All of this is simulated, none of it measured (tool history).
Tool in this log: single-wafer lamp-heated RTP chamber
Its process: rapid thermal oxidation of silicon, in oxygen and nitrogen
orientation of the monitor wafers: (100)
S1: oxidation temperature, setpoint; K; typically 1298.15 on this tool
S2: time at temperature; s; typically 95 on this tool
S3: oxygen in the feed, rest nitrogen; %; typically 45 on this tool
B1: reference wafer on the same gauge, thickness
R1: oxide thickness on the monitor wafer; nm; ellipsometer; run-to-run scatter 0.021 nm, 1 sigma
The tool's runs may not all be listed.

| run | day | S1 | S2 | S3 | B1 | R1 |
|---|---|---|---|---|---|---|
| 1 | 0 | 1311.15 | 95 | 45 | 7.194 | 7.71 |
| 2 | 0.588 | 1311.15 | 95 | 45 | 7.204 | 7.726 |
|  | 1.088 | pyrometer window cleaned and pyrometer calibrated |
| 3 | 1.108 | 1311.15 | 95 | 45 | 7.191 | 7.542 |
| 4 | 1.425 | 1313.15 | 95 | 45 | 7.201 | 7.649 |
| 5 | 1.775 | 1313.15 | 95 | 45 | 7.199 | 7.687 |
| 6 | 2.05 | 1313.15 | 95 | 45 | 7.205 | 7.673 |
| 7 | 2.788 | 1298.15 | 95 | 45 | 7.186 | 6.919 |
| 8 | 3.383 | 1298.15 | 95 | 45 | 7.215 | 7.015 |
| 9 | 3.85 | 1298.15 | 95 | 45 | 7.196 | 6.975 |
| 10 | 4.354 | 1298.15 | 95 | 45 | 7.198 | 6.999 |
| 11 | 5.058 | 1298.15 | 95 | 21 | 7.191 | 5.395 |
| 12 | 5.546 | 1298.15 | 95 | 21 | 7.196 | 5.403 |
| 13 | 6.112 | 1298.15 | 95 | 45 | 7.202 | 7.054 |
|  | 6.817 | oxygen flow controller replaced |
| 14 | 6.838 | 1298.15 | 95 | 45 | 7.194 | 7.084 |
| 15 | 6.875 | 1298.15 | 95 | 45 | 7.203 | 7.106 |
| 16 | 7.379 | 1298.15 | 95 | 45 | 7.197 | 7.048 |
|  | 8.092 | pyrometer window cleaned and pyrometer calibrated |
| 17 | 9.112 | 1290.15 | 95 | 45 | 7.203 | 6.572 |
| 18 | 9.729 | 1290.15 | 95 | 45 | 7.208 | 6.565 |
| 19 | 10.021 | 1298.15 | 95 | 45 | 7.201 | 6.986 |
| 20 | 10.329 | 1298.15 | 51 | 73 | 7.199 | 6.272 |
| 21 | 10.979 | 1316.15 | 95 | 18 | 7.203 | 5.773 |
|  | 11.492 | gauge calibrated |
| 22 | 11.579 | 1317.15 | 95 | 45 | 7.202 | 8.006 |
| 23 | 11.892 | 1278.15 | 81 | 45 | 7.199 | 5.675 |
| 24 | 12.508 | 1277.15 | 122 | 36 | 7.197 | 6.24 |
| 25 | 13.046 | 1298.15 | 95 | 45 | 7.211 | 7.041 |
| 26 | 13.483 | 1298.15 | 95 | 45 | 7.191 | 7.069 |
| 27 | 13.846 | 1298.15 | 135 | 45 | 7.197 | 8.344 |
| 28 | 14.567 | 1298.15 | 95 | 71 | 7.204 | 8.364 |
| 29 | 15.229 | 1321.15 | 125 | 45 | 7.205 | 9.471 |
| 30 | 15.612 | 1327.15 | 67 | 45 | 7.205 | 7.395 |
|  | 16.342 | pyrometer window cleaned and pyrometer calibrated |
| 31 | 16.362 | 1298.15 | 69 | 30 | 7.201 | 5.237 |
| 32 | 16.438 | 1314.15 | 130 | 65 | 7.197 | 10.173 |
| 33 | 16.946 | 1298.15 | 142 | 60 | 7.199 | 9.217 |
| 34 | 17.471 | 1282.15 | 142 | 17 | 7.202 | 5.316 |
| 35 | 18.042 | 1298.15 | 95 | 45 | 7.195 | 6.941 |
| 36 | 18.558 | 1270.15 | 123 | 55 | 7.2 | 6.898 |
| 37 | 18.896 | 1298.15 | 95 | 45 | 7.2 | 6.991 |

What the log doesn't show, run by run:
deviation of the oxygen flow from its setpoint, %: 0, the same for each run
gauge reads high (%): 0, the same for each run
H1: true wafer temperature minus pyrometer reading, K
| run | H1 |
|---|---|
| 1 | 3.38 |
| 2 | 3.71 |
| 3 | 0.124 |
| 4 | 0.305 |
| 5 | 0.505 |
| 6 | 0.662 |
| 7 | 1.08 |
| 8 | 1.42 |
| 9 | 1.69 |
| 10 | 1.98 |
| 11 | 2.38 |
| 12 | 2.66 |
| 13 | 2.98 |
| 14 | 3.4 |
| 15 | 3.42 |
| 16 | 3.71 |
| 17 | 0.683 |
| 18 | 1.04 |
| 19 | 1.2 |
| 20 | 1.38 |
| 21 | 1.75 |
| 22 | 2.09 |
| 23 | 2.27 |
| 24 | 2.62 |
| 25 | 2.93 |
| 26 | 3.18 |
| 27 | 3.39 |
| 28 | 3.8 |
| 29 | 4.18 |
| 30 | 4.4 |
| 31 | 0.0672 |
| 32 | 0.11 |
| 33 | 0.401 |
| 34 | 0.701 |
| 35 | 1.03 |
| 36 | 1.32 |
| 37 | 1.52 |

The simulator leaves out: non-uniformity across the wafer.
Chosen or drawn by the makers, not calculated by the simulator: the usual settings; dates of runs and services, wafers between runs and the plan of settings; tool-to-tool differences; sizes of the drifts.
